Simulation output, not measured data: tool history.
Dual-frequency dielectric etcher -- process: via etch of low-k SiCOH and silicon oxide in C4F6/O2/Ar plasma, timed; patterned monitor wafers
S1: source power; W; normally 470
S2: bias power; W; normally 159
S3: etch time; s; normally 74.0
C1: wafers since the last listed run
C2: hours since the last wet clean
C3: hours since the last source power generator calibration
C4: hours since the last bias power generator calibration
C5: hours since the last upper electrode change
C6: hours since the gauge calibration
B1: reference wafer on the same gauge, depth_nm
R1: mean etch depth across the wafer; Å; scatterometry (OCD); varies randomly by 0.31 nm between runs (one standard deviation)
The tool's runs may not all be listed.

{"run": 1, "hour": 0.0, "S1": 510, "S2": 159, "S3": 74.0, "C1": 0, "C2": 345.5, "C3": 4972.1, "C4": 4014.4, "C5": 3408.6, "C6": 210.8, "B1": 168.0, "R1": 2123}
{"run": 2, "hour": 23.9, "S1": 470, "S2": 159, "S3": 68.5, "C1": 306, "C2": 369.4, "C3": 4996.0, "C4": 4038.3, "C5": 3432.5, "C6": 234.7, "B1": 168.0, "R1": 1904}
{"run": 3, "hour": 58.3, "S1": 470, "S2": 159, "S3": 68.5, "C1": 440, "C2": 403.8, "C3": 5030.4, "C4": 4072.7, "C5": 3466.9, "C6": 269.1, "B1": 168.0, "R1": 1908}
{"run": 4, "hour": 79.1, "S1": 470, "S2": 159, "S3": 68.5, "C1": 266, "C2": 424.6, "C3": 5051.2, "C4": 4093.5, "C5": 3487.7, "C6": 289.9, "B1": 168.0, "R1": 1905}
{"hour": 97.9, "done": "gauge calibrated"}
{"run": 5, "hour": 109.3, "S1": 370, "S2": 159, "S3": 74.0, "C1": 387, "C2": 454.8, "C3": 5081.4, "C4": 4123.7, "C5": 3517.9, "C6": 11.4, "B1": 168.0, "R1": 1873}
{"run": 6, "hour": 180.1, "S1": 470, "S2": 159, "S3": 74.0, "C1": 907, "C2": 525.6, "C3": 5152.2, "C4": 4194.5, "C5": 3588.7, "C6": 82.2, "B1": 168.0, "R1": 2064}
{"run": 7, "hour": 195.4, "S1": 470, "S2": 159, "S3": 74.0, "C1": 196, "C2": 540.9, "C3": 5167.5, "C4": 4209.8, "C5": 3604.0, "C6": 97.5, "B1": 167.9, "R1": 2066}
{"hour": 219.2, "done": "source power generator calibrated"}
{"run": 8, "hour": 226.9, "S1": 470, "S2": 159, "S3": 74.0, "C1": 352, "C2": 572.4, "C3": 7.7, "C4": 4241.3, "C5": 3635.5, "C6": 129.0, "B1": 168.0, "R1": 2064}
{"hour": 244.1, "done": "bias power generator calibrated"}
{"hour": 259.2, "done": "wet clean of the chamber"}
{"run": 9, "hour": 259.7, "S1": 560, "S2": 159, "S3": 56.5, "C1": 175, "C2": 0.5, "C3": 40.5, "C4": 15.6, "C5": 3668.3, "C6": 161.8, "B1": 168.0, "R1": 1673}
{"run": 10, "hour": 277.6, "S1": 560, "S2": 159, "S3": 56.5, "C1": 229, "C2": 18.4, "C3": 58.4, "C4": 33.5, "C5": 3686.2, "C6": 179.7, "B1": 167.9, "R1": 1676}
{"run": 11, "hour": 301.0, "S1": 560, "S2": 159, "S3": 56.5, "C1": 299, "C2": 41.8, "C3": 81.8, "C4": 56.9, "C5": 3709.6, "C6": 203.1, "B1": 168.0, "R1": 1678}
{"run": 12, "hour": 322.0, "S1": 470, "S2": 140, "S3": 74.0, "C1": 269, "C2": 62.8, "C3": 102.8, "C4": 77.9, "C5": 3730.6, "C6": 224.1, "B1": 168.0, "R1": 1984}
{"run": 13, "hour": 337.7, "S1": 470, "S2": 159, "S3": 74.0, "C1": 201, "C2": 78.5, "C3": 118.5, "C4": 93.6, "C5": 3746.3, "C6": 239.8, "B1": 168.0, "R1": 2035}
{"hour": 377.9, "done": "upper electrode replaced"}
{"run": 14, "hour": 378.4, "S1": 580, "S2": 198, "S3": 74.0, "C1": 214, "C2": 119.2, "C3": 159.2, "C4": 134.3, "C5": 0.5, "C6": 280.5, "B1": 168.0, "R1": 2343}
{"run": 15, "hour": 381.3, "S1": 370, "S2": 149, "S3": 74.0, "C1": 37, "C2": 122.1, "C3": 162.1, "C4": 137.2, "C5": 3.4, "C6": 283.4, "B1": 168.0, "R1": 1829}
{"hour": 404.5, "done": "gauge calibrated"}
{"run": 16, "hour": 405.9, "S1": 530, "S2": 159, "S3": 93.0, "C1": 315, "C2": 146.7, "C3": 186.7, "C4": 161.8, "C5": 28.0, "C6": 1.4, "B1": 168.0, "R1": 2701}
{"run": 17, "hour": 421.6, "S1": 540, "S2": 173, "S3": 74.0, "C1": 201, "C2": 162.4, "C3": 202.4, "C4": 177.5, "C5": 43.7, "C6": 17.1, "B1": 167.9, "R1": 2209}
{"run": 18, "hour": 437.0, "S1": 550, "S2": 191, "S3": 74.0, "C1": 197, "C2": 177.8, "C3": 217.8, "C4": 192.9, "C5": 59.1, "C6": 32.5, "B1": 167.9, "R1": 2282}
{"run": 19, "hour": 467.2, "S1": 470, "S2": 142, "S3": 74.0, "C1": 387, "C2": 208.0, "C3": 248.0, "C4": 223.1, "C5": 89.3, "C6": 62.7, "B1": 168.0, "R1": 1996}
{"run": 20, "hour": 496.1, "S1": 570, "S2": 159, "S3": 87.5, "C1": 370, "C2": 236.9, "C3": 276.9, "C4": 252.0, "C5": 118.2, "C6": 91.6, "B1": 168.0, "R1": 2625}
{"run": 21, "hour": 520.9, "S1": 590, "S2": 185, "S3": 88.0, "C1": 317, "C2": 261.7, "C3": 301.7, "C4": 276.8, "C5": 143.0, "C6": 116.4, "B1": 168.0, "R1": 2778}
{"run": 22, "hour": 579.6, "S1": 470, "S2": 159, "S3": 83.5, "C1": 752, "C2": 320.4, "C3": 360.4, "C4": 335.5, "C5": 201.7, "C6": 175.1, "B1": 168.0, "R1": 2317}
{"run": 23, "hour": 596.6, "S1": 470, "S2": 159, "S3": 74.0, "C1": 217, "C2": 337.4, "C3": 377.4, "C4": 352.5, "C5": 218.7, "C6": 192.1, "B1": 167.9, "R1": 2056}
{"run": 24, "hour": 616.7, "S1": 440, "S2": 159, "S3": 74.0, "C1": 257, "C2": 357.5, "C3": 397.5, "C4": 372.6, "C5": 238.8, "C6": 212.2, "B1": 168.0, "R1": 1999}

Each row is a separate what-if for the run after 24, all from the same tool condition, not one after another. Results?
{"run": "A", "hour": 617.1, "S1": 470, "S2": 159, "S3": 74.0, "C1": 5, "C2": 357.9, "C3": 397.9, "C4": 373.0, "C5": 239.2, "C6": 212.6, "B1": "?", "R1": "?"}
{"run": "B", "hour": 617.1, "S1": 560, "S2": 135, "S3": 74.0, "C1": 5, "C2": 357.9, "C3": 397.9, "C4": 373.0, "C5": 239.2, "C6": 212.6, "B1": "?", "R1": "?"}
{"run": "C", "hour": 617.1, "S1": 470, "S2": 159, "S3": 84.5, "C1": 5, "C2": 357.9, "C3": 397.9, "C4": 373.0, "C5": 239.2, "C6": 212.6, "B1": "?", "R1": "?"}
{"run": "D", "hour": 617.1, "S1": 370, "S2": 143, "S3": 56.5, "C1": 5, "C2": 357.9, "C3": 397.9, "C4": 373.0, "C5": 239.2, "C6": 212.6, "B1": "?", "R1": "?"}

run=A B1=168.1 R1=2058
run=B B1=168.1 R1=2131
run=C B1=168.1 R1=2350
run=D B1=168.1 R1=1391
With the hidden condition removed and each run's random variation left untouched, the same runs would have given:
run=A R1=2038
run=B R1=2111
run=C R1=2328
run=D R1=1378

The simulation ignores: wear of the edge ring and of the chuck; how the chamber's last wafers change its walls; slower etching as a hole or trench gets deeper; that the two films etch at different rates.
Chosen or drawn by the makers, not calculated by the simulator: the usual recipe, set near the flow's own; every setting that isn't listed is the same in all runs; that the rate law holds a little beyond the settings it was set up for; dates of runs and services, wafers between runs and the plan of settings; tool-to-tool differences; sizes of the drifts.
